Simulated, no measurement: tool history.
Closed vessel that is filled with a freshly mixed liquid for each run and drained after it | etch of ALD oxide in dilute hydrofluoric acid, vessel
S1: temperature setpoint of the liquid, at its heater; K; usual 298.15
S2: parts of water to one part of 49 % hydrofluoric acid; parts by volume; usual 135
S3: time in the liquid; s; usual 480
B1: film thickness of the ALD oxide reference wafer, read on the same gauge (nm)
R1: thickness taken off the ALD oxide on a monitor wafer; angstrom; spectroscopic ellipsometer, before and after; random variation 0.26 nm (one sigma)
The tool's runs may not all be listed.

run  hour      S1   S2   S3     B1     R1
  1   0.0  298.15  135  480  40.02  408.8
  2  16.8  298.15  135  270  40.00  230.8
  3  29.8  298.15  135  480  40.02  402.6
  4  46.6  298.15  135  480  39.99  402.9
  5  58.8  298.15  135  415  40.01  344.9
  6  68.8  298.15  135  480  39.98  402.3
     72.9  -- gauge calibrated
  7  75.3  297.15  135  480  39.98  386.1

Forecast run 8:
     84.9  -- hydrofluoric acid flow meter replaced
  8  86.8  300.15  135  480   ?   ?

{"run 8": {"B1": 39.97, "R1": 505.1}}
Without the tool's hidden state the same run would have given R1 510.9 angstrom.
